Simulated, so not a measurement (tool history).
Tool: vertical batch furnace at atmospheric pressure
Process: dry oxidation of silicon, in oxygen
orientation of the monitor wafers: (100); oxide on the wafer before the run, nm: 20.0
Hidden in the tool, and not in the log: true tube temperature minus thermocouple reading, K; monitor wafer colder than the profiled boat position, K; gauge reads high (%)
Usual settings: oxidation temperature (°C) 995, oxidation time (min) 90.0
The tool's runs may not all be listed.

run	hour	oxidation temperature (°C)	oxidation time (min)	wafers since the last listed run	hours since the last temperature calibration	hours since the boat lift was adjusted	hours since the gauge calibration	read-back reference wafer on the same gauge, thickness	oxide thickness on the monitor wafer (Å)
1	0.0	995	90.0	0	1535.1	1256.3	1054.0	63.24	718.5
2	41.7	995	90.0	562	1576.8	1298.0	1095.7	63.21	716.4
3	157.7	995	90.0	1563	1692.8	1414.0	1211.7	63.25	713.2
4	218.7	995	90.0	822	1753.8	1475.0	1272.7	63.17	725.2
5	270.5	995	90.0	698	1805.6	1526.8	1324.5	63.23	722.6
6	338.3	995	90.0	913	1873.4	1594.6	1392.3	63.19	720.1
# hour 379.9: gauge calibrated
# hour 423.4: boat lift adjusted
# hour 561.5: thermocouples replaced and temperature profile calibrated
7	562.0	995	90.0	2368	0.5	138.6	182.1	63.19	699.6
8	584.0	995	90.0	296	22.5	160.6	204.1	63.17	699.2
9	640.5	995	68.5	761	79.0	217.1	260.6	63.18	600.3
10	675.6	995	90.0	473	114.1	252.2	295.7	63.16	703.6
11	742.5	1013	123.0	901	181.0	319.1	362.6	63.16	1001.5
12	783.9	988	90.0	558	222.4	360.5	404.0	63.14	672.9
13	829.3	995	101.5	611	267.8	405.9	449.4	63.21	760.8
14	880.5	995	90.0	690	319.0	457.1	500.6	63.19	712.8
15	949.6	995	90.0	931	388.1	526.2	569.7	63.18	699.1
16	990.3	1016	109.0	548	428.8	566.9	610.4	63.23	949.4
17	1053.2	1015	76.5	847	491.7	629.8	673.3	63.17	761.1
18	1078.9	995	90.0	346	517.4	655.5	699.0	63.21	709.0
19	1106.8	974	65.5	376	545.3	683.4	726.9	63.20	514.6
20	1176.6	1011	72.5	940	615.1	753.2	796.7	63.19	715.1
21	1207.4	987	134.5	415	645.9	784.0	827.5	63.25	851.8

Forecast each of these 4 alternatives for the next run:
A	1213.6	979	90.0	83	652.1	790.2	833.7	?	?
B	1213.6	978	113.5	83	652.1	790.2	833.7	?	?
C	1213.6	1010	103.5	83	652.1	790.2	833.7	?	?
D	1213.6	995	62.5	83	652.1	790.2	833.7	?	?

run	read-back reference wafer on the same gauge, thickness	oxide thickness on the monitor wafer (Å)
A	63.19	631.0
B	63.19	719.9
C	63.19	876.4
D	63.19	575.5
Without the tool's hidden state the same runs would have given:
run	oxide thickness on the monitor wafer (Å)
A	620.5
B	707.7
C	856.8
D	563.8
